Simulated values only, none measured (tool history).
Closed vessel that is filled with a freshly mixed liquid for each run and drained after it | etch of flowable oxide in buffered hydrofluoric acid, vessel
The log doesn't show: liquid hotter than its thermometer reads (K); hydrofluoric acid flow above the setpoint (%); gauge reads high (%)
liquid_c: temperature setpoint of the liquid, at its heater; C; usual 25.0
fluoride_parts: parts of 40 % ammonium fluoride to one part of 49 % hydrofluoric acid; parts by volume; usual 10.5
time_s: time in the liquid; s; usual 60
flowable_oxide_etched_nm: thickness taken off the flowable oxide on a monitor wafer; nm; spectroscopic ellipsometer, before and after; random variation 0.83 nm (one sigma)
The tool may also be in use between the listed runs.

run	day	liquid_c	fluoride_parts	time_s	wafers since the last listed run	hours since the thermometer was replaced	hours since the hydrofluoric acid flow meter was replaced	hours since the gauge calibration	read-back film thickness of the flowable oxide reference wafer, read on the same gauge (nm)	flowable_oxide_etched_nm
1	0.000	25.0	10.5	60	0	1038.4	1875.7	445.8	109.94	168.34
2	1.121	25.0	10.5	60	2024	1065.3	1902.6	472.7	109.97	168.78
3	2.279	25.0	13.5	50	2091	1093.1	1930.4	500.5	110.03	110.69
4	3.029	25.0	13.5	50	1354	1111.1	1948.4	518.5	110.00	111.20
5	4.483	25.0	10.5	75	2625	1146.0	1983.3	553.4	110.01	212.46
6	5.662	25.0	10.5	75	2129	1174.3	2011.6	581.7	110.02	210.40
7	6.425	25.0	10.5	75	1376	1192.6	2029.9	600.0	109.97	210.42
8	7.479	25.0	10.5	60	1903	1217.9	2055.2	625.3	110.04	167.44
9	8.129	28.0	10.5	50	1173	1233.5	2070.8	640.9	109.98	164.92
10	9.304	28.0	10.5	50	2121	1261.7	2099.0	669.1	110.04	163.39
# day 9.383: gauge calibrated
11	10.633	25.0	10.5	60	2400	1293.6	2130.9	30.0	110.00	169.67
12	11.750	25.0	10.5	60	2016	1320.4	2157.7	56.8	110.01	169.86
# day 12.679: hydrofluoric acid flow meter replaced
13	14.392	25.0	8.0	60	4695	1383.8	41.1	120.2	109.99	199.32
# day 14.662: thermometer replaced
14	15.212	25.0	8.0	60	1407	13.2	60.8	139.9	110.02	198.32
15	16.054	22.5	10.5	60	1519	33.4	81.0	160.1	110.03	136.43
16	17.412	29.5	7.5	75	2452	66.0	113.6	192.7	110.01	340.00

The next listed run, before its measurement:
17	18.033	25.0	10.5	60	1121	80.9	128.5	207.6	?	?

Run 17 gave read-back film thickness of the flowable oxide reference wafer, read on the same gauge (nm) 109.99, flowable_oxide_etched_nm 156.36 nm.
Without the tool's hidden state the same run would have given flowable_oxide_etched_nm 154.67 nm.
